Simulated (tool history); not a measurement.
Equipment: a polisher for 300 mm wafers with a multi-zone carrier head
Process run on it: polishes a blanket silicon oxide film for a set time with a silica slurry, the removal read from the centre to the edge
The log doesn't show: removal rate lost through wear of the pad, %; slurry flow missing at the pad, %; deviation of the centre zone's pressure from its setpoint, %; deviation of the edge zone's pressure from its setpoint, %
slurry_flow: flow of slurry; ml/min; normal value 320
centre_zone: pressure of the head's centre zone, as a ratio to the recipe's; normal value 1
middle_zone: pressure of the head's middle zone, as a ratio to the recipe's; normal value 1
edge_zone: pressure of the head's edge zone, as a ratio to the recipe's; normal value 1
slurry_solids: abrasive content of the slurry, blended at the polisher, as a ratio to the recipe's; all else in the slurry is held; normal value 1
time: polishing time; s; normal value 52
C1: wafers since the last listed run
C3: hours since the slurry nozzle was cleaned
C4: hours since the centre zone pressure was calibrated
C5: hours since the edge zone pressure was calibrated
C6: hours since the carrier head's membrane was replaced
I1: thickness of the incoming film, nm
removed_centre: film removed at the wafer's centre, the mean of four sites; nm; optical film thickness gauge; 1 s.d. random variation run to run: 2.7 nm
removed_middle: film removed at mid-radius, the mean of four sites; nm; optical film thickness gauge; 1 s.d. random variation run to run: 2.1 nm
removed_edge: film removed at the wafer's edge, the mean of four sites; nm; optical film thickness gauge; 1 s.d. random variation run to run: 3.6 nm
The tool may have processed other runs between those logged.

{"run": 1, "hour": 0.0, "slurry_flow": 320, "centre_zone": 1, "middle_zone": 1, "edge_zone": 1, "slurry_solids": 1, "time": 52, "C1": 0, "wafers polished on this pad": 3593, "C3": 405.6, "C4": 148.9, "C5": 208.5, "C6": 644.2, "I1": 819.3, "removed_centre": 228.1, "removed_middle": 214.9, "removed_edge": 228.8}
{"run": 2, "hour": 89.3, "slurry_flow": 320, "centre_zone": 1, "middle_zone": 1, "edge_zone": 1, "slurry_solids": 1, "time": 52, "C1": 1195, "wafers polished on this pad": 4789, "C3": 494.9, "C4": 238.2, "C5": 297.8, "C6": 733.5, "I1": 830.9, "removed_centre": 222.5, "removed_middle": 213.4, "removed_edge": 222.3}
{"hour": 114.6, "done": "worn pad replaced by a new one"}
{"run": 3, "hour": 128.4, "slurry_flow": 320, "centre_zone": 1, "middle_zone": 1, "edge_zone": 1, "slurry_solids": 1, "time": 52, "C1": 470, "wafers polished on this pad": 184, "C3": 534, "C4": 277.3, "C5": 336.9, "C6": 772.6, "I1": 823.5, "removed_centre": 235.4, "removed_middle": 225.3, "removed_edge": 239.5}
{"hour": 191.6, "done": "slurry nozzle cleaned"}
{"run": 4, "hour": 258.4, "slurry_flow": 320, "centre_zone": 1, "middle_zone": 1, "edge_zone": 1, "slurry_solids": 1, "time": 52, "C1": 1727, "wafers polished on this pad": 1912, "C3": 66.8, "C4": 407.3, "C5": 466.9, "C6": 902.6, "I1": 830.9, "removed_centre": 232.9, "removed_middle": 219.9, "removed_edge": 237}
{"run": 5, "hour": 365.0, "slurry_flow": 320, "centre_zone": 1, "middle_zone": 1, "edge_zone": 1, "slurry_solids": 1, "time": 52, "C1": 1427, "wafers polished on this pad": 3340, "C3": 173.4, "C4": 513.9, "C5": 573.5, "C6": 1009.2, "I1": 816.8, "removed_centre": 230.8, "removed_middle": 218, "removed_edge": 234.1}
{"run": 6, "hour": 401.3, "slurry_flow": 320, "centre_zone": 1, "middle_zone": 1, "edge_zone": 1.04, "slurry_solids": 1, "time": 52, "C1": 486, "wafers polished on this pad": 3826, "C3": 209.7, "C4": 550.2, "C5": 609.8, "C6": 1045.5, "I1": 815.7, "removed_centre": 230.6, "removed_middle": 218.5, "removed_edge": 234.6}
{"run": 7, "hour": 449.7, "slurry_flow": 320, "centre_zone": 1, "middle_zone": 1, "edge_zone": 1.04, "slurry_solids": 1, "time": 52, "C1": 648, "wafers polished on this pad": 4474, "C3": 258.1, "C4": 598.6, "C5": 658.2, "C6": 1093.9, "I1": 821.6, "removed_centre": 224.6, "removed_middle": 213.1, "removed_edge": 226.1}
{"hour": 479.7, "done": "worn pad replaced by a new one"}
{"run": 8, "hour": 502.6, "slurry_flow": 320, "centre_zone": 1, "middle_zone": 1, "edge_zone": 1, "slurry_solids": 1, "time": 52, "C1": 654, "wafers polished on this pad": 306, "C3": 311, "C4": 651.5, "C5": 711.1, "C6": 1146.8, "I1": 820.1, "removed_centre": 241.6, "removed_middle": 234.5, "removed_edge": 241.2}
{"run": 9, "hour": 600.1, "slurry_flow": 320, "centre_zone": 1, "middle_zone": 1, "edge_zone": 1, "slurry_solids": 1, "time": 52, "C1": 1305, "wafers polished on this pad": 1611, "C3": 408.5, "C4": 749, "C5": 808.6, "C6": 1244.3, "I1": 834.5, "removed_centre": 230.5, "removed_middle": 221.2, "removed_edge": 229.8}
{"run": 10, "hour": 688.4, "slurry_flow": 320, "centre_zone": 1, "middle_zone": 1, "edge_zone": 1, "slurry_solids": 1, "time": 52, "C1": 1182, "wafers polished on this pad": 2794, "C3": 496.8, "C4": 837.3, "C5": 896.9, "C6": 1332.6, "I1": 818.3, "removed_centre": 225.2, "removed_middle": 214.8, "removed_edge": 225.1}
{"run": 11, "hour": 790.4, "slurry_flow": 320, "centre_zone": 1, "middle_zone": 1, "edge_zone": 0.9, "slurry_solids": 1, "time": 38, "C1": 1366, "wafers polished on this pad": 4160, "C3": 598.8, "C4": 939.3, "C5": 998.9, "C6": 1434.6, "I1": 819.6, "removed_centre": 161.9, "removed_middle": 153.3, "removed_edge": 155.9}
{"hour": 792.7, "done": "slurry nozzle cleaned"}
{"hour": 829.5, "done": "worn pad replaced by a new one"}
{"run": 12, "hour": 897.1, "slurry_flow": 320, "centre_zone": 1, "middle_zone": 1.09, "edge_zone": 0.89, "slurry_solids": 1, "time": 52, "C1": 1361, "wafers polished on this pad": 905, "C3": 104.4, "C4": 1046, "C5": 1105.6, "C6": 1541.3, "I1": 835.2, "removed_centre": 238.7, "removed_middle": 244.8, "removed_edge": 224.5}
{"hour": 969.2, "done": "carrier head's membrane replaced by a new one"}
{"run": 13, "hour": 994.9, "slurry_flow": 320, "centre_zone": 1, "middle_zone": 0.91, "edge_zone": 1.06, "slurry_solids": 1, "time": 44, "C1": 1242, "wafers polished on this pad": 2148, "C3": 202.2, "C4": 1143.8, "C5": 1203.4, "C6": 25.7, "I1": 821.7, "removed_centre": 197.8, "removed_middle": 176.2, "removed_edge": 203.9}
{"hour": 1040.1, "done": "centre zone pressure recalibrated"}
{"run": 14, "hour": 1101.6, "slurry_flow": 320, "centre_zone": 1, "middle_zone": 1, "edge_zone": 1.08, "slurry_solids": 0.75, "time": 52, "C1": 1402, "wafers polished on this pad": 3550, "C3": 308.9, "C4": 61.5, "C5": 1310.1, "C6": 132.4, "I1": 827.9, "removed_centre": 184.5, "removed_middle": 174.1, "removed_edge": 192.6}
{"hour": 1157.4, "done": "worn pad replaced by a new one"}
{"hour": 1253.8, "done": "edge zone pressure recalibrated"}
{"run": 15, "hour": 1307.5, "slurry_flow": 320, "centre_zone": 1, "middle_zone": 0.92, "edge_zone": 1, "slurry_solids": 1.25, "time": 57, "C1": 2677, "wafers polished on this pad": 1983, "C3": 514.8, "C4": 267.4, "C5": 53.7, "C6": 338.3, "I1": 819.8, "removed_centre": 281.2, "removed_middle": 253.3, "removed_edge": 286.9}
{"run": 16, "hour": 1350.7, "slurry_flow": 420, "centre_zone": 1, "middle_zone": 1.08, "edge_zone": 1, "slurry_solids": 1, "time": 52, "C1": 578, "wafers polished on this pad": 2562, "C3": 558, "C4": 310.6, "C5": 96.9, "C6": 381.5, "I1": 822, "removed_centre": 233.8, "removed_middle": 231.3, "removed_edge": 233.9}
{"hour": 1410.7, "done": "slurry nozzle cleaned"}
{"run": 17, "hour": 1444.2, "slurry_flow": 320, "centre_zone": 1, "middle_zone": 1, "edge_zone": 1.03, "slurry_solids": 1, "time": 52, "C1": 1238, "wafers polished on this pad": 3801, "C3": 33.5, "C4": 404.1, "C5": 190.4, "C6": 475, "I1": 819, "removed_centre": 233.3, "removed_middle": 222.4, "removed_edge": 229.2}
{"hour": 1491.4, "done": "worn pad replaced by a new one"}
{"run": 18, "hour": 1523.8, "slurry_flow": 320, "centre_zone": 1.11, "middle_zone": 0.92, "edge_zone": 1, "slurry_solids": 1, "time": 67, "C1": 1012, "wafers polished on this pad": 434, "C3": 113.1, "C4": 483.7, "C5": 270, "C6": 554.6, "I1": 806.5, "removed_centre": 350.3, "removed_middle": 282.4, "removed_edge": 316.5}
{"run": 19, "hour": 1626.8, "slurry_flow": 320, "centre_zone": 1, "middle_zone": 1, "edge_zone": 1, "slurry_solids": 1, "time": 52, "C1": 1379, "wafers polished on this pad": 1813, "C3": 216.1, "C4": 586.7, "C5": 373, "C6": 657.6, "I1": 834.4, "removed_centre": 233, "removed_middle": 224.8, "removed_edge": 234.4}
{"run": 20, "hour": 1675.9, "slurry_flow": 320, "centre_zone": 0.93, "middle_zone": 1, "edge_zone": 1, "slurry_solids": 1, "time": 64, "C1": 657, "wafers polished on this pad": 2471, "C3": 265.2, "C4": 635.8, "C5": 422.1, "C6": 706.7, "I1": 811.2, "removed_centre": 263.6, "removed_middle": 266.7, "removed_edge": 284.1}
{"run": 21, "hour": 1722.5, "slurry_flow": 320, "centre_zone": 1, "middle_zone": 1, "edge_zone": 1, "slurry_solids": 1, "time": 52, "C1": 624, "wafers polished on this pad": 3095, "C3": 311.8, "C4": 682.4, "C5": 468.7, "C6": 753.3, "I1": 822.8, "removed_centre": 227.5, "removed_middle": 219.2, "removed_edge": 223.7}

Difference, measured minus no-hidden-state, one row per run. Run-to-run variation is common to both terms; the gauge's own scatter need not be:
run=1 removed_centre=-25.3 removed_middle=-23.1 removed_edge=-22.5
run=2 removed_centre=-28.6 removed_middle=-26.4 removed_edge=-24.8
run=3 removed_centre=-17.5 removed_middle=-15.5 removed_edge=-13.5
run=4 removed_centre=-17.3 removed_middle=-16.1 removed_edge=-16.9
run=5 removed_centre=-22.8 removed_middle=-21.2 removed_edge=-21.8
run=6 removed_centre=-24.2 removed_middle=-22.6 removed_edge=-23.1
run=7 removed_centre=-25.4 removed_middle=-23.5 removed_edge=-23.6
run=8 removed_centre=-10.5 removed_middle=-9.4 removed_edge=-8.1
run=9 removed_centre=-21.1 removed_middle=-19.4 removed_edge=-17.8
run=10 removed_centre=-27.3 removed_middle=-24.8 removed_edge=-23.1
run=11 removed_centre=-24.2 removed_middle=-21.7 removed_edge=-19.3
run=12 removed_centre=-9.9 removed_middle=-9.9 removed_edge=-8.6
run=13 removed_centre=-14.8 removed_middle=-12.9 removed_edge=-14.3
run=14 removed_centre=-18.1 removed_middle=-16.6 removed_edge=-17.3
run=15 removed_centre=-30.9 removed_middle=-26.6 removed_edge=-26.8
run=16 removed_centre=-25.5 removed_middle=-24.3 removed_edge=-22.4
run=17 removed_centre=-18.3 removed_middle=-17.3 removed_edge=-17.7
run=18 removed_centre=-9.8 removed_middle=-7.7 removed_edge=-7.9
run=19 removed_centre=-16.6 removed_middle=-15.6 removed_edge=-15.3
run=20 removed_centre=-22.5 removed_middle=-22.1 removed_edge=-22.1
run=21 removed_centre=-21.8 removed_middle=-20.4 removed_edge=-19.5
